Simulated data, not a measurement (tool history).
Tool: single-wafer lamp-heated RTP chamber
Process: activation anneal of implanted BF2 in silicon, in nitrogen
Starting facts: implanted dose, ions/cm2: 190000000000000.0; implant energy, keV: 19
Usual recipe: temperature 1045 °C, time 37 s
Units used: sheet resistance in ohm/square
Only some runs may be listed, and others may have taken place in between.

run,hour,temperature,time,"read-back reference wafer on the same gauge, sheet resistance",sheet resistance
1,0.0,1045,37,655.74,559.56
2,18.0,1045,37,656.04,559.84
3,44.8,1045,32,656.43,563.85
4,61.3,1045,42,656.35,556.69
5,83.0,1045,42,656.20,557.34
6,116.2,1045,37,656.19,559.29
7,147.7,1045,37,656.02,558.59
8,183.7,1045,37,656.51,558.44
# hour 202.5: pyrometer window cleaned and pyrometer calibrated
9,203.5,1029,37,656.15,568.89
10,227.9,1029,37,655.98,567.36
11,244.6,1029,37,655.32,568.09
# hour 256.2: gauge calibrated
12,275.1,1045,37,655.34,563.06
13,300.9,1045,53,655.98,555.39
14,329.7,1060,37,656.16,557.94
15,349.9,1054,27,656.02,565.73
16,364.9,1045,37,656.15,562.43
17,399.5,1045,37,655.94,563.76
18,432.3,1045,37,655.72,563.25
19,464.1,1058,58,656.00,547.15
20,492.4,1045,37,656.09,561.94
21,513.6,1059,37,655.46,557.54
# hour 537.3: reflector plate cleaned
22,541.5,1067,56,656.00,543.39
23,556.8,1027,53,656.19,562.75
24,591.1,1029,46,655.85,563.83
25,614.4,1017,57,655.67,563.90
26,640.6,1045,59,655.94,553.19
27,673.3,1023,51,655.99,563.97

5 ways to go on from here, each from the tool as it stands after run 27. What would each give?
A,673.7,1045,25,?,?
B,673.7,1019,15,?,?
C,673.7,1045,15,?,?
D,673.7,1056,52,?,?
E,673.7,1074,46,?,?

run,"read-back reference wafer on the same gauge, sheet resistance",sheet resistance
A,656.08,569.64
B,656.08,579.16
C,656.08,576.78
D,656.08,549.83
E,656.08,543.60
Without the tool's unlogged condition, the same runs would have read:
run,sheet resistance
A,570.89
B,579.29
C,577.49
D,552.21
E,546.19
